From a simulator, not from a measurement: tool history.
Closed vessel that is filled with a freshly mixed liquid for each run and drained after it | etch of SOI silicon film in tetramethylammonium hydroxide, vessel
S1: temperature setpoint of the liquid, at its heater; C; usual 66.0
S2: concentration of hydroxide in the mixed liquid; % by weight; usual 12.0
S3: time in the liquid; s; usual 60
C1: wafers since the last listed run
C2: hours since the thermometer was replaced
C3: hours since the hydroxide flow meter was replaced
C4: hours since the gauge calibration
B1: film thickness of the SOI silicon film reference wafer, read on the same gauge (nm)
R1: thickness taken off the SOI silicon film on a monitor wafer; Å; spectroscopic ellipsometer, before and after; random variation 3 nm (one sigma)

run,hour,S1,S2,S3,C1,C2,C3,C4,B1,R1
1,0.0,66.0,12.0,60,0,626.9,143.0,632.3,89.97,3568.6
2,71.4,64.0,12.0,50,5681,698.3,214.4,703.7,89.97,2666.1
3,139.3,64.0,12.0,50,5402,766.2,282.3,771.6,89.97,2612.6
4,229.2,64.0,12.0,50,7153,856.1,372.2,861.5,89.98,2639.7
5,297.0,66.0,10.0,60,5395,923.9,440.0,929.3,90.03,3883.9
6,393.3,66.0,10.0,60,7662,1020.2,536.3,1025.6,89.99,3787.7
7,442.9,66.0,12.0,60,3946,1069.8,585.9,1075.2,89.99,3571.2
# hour 513.0: hydroxide flow meter replaced
# hour 513.8: thermometer replaced
8,537.2,66.0,12.0,60,7360,23.4,24.2,1169.5,89.99,3403.1
9,634.0,68.5,13.5,80,7702,120.2,121.0,1266.3,89.99,5006.4
10,729.5,63.0,12.0,60,7599,215.7,216.5,1361.8,90.04,2797.9
# hour 765.6: gauge calibrated
11,810.5,72.0,12.0,45,6445,296.7,297.5,44.9,90.00,3628.0
12,889.6,72.0,13.5,60,6294,375.8,376.6,124.0,89.98,4623.9
13,929.8,66.0,15.5,45,3198,416.0,416.8,164.2,90.02,2271.7
14,1033.6,61.0,13.5,80,8259,519.8,520.6,268.0,89.98,3175.2
15,1091.2,63.0,12.0,60,4583,577.4,578.2,325.6,90.00,2859.2
16,1194.2,62.5,13.0,60,8195,680.4,681.2,428.6,89.97,2628.0
# hour 1222.0: hydroxide flow meter replaced
17,1410.8,66.0,12.0,60,17155,897.0,188.8,645.2,89.98,3537.8

5 ways to go on from here, each from the tool as it stands after run 17. What would each give?
A,1411.5,66.0,12.0,60,55,897.7,189.5,645.9,?,?
B,1411.5,66.0,12.0,80,55,897.7,189.5,645.9,?,?
C,1411.5,66.0,10.5,60,55,897.7,189.5,645.9,?,?
D,1411.5,74.0,11.0,35,55,897.7,189.5,645.9,?,?
E,1411.5,66.0,13.5,60,55,897.7,189.5,645.9,?,?

run,B1,R1
A,90.02,3586.0
B,90.02,4781.3
C,90.02,3779.9
D,90.02,3456.1
E,90.02,3392.0
Without the tool's hidden state the same runs would have given:
run,R1
A,3416.8
B,4555.7
C,3590.2
D,3295.9
E,3243.4
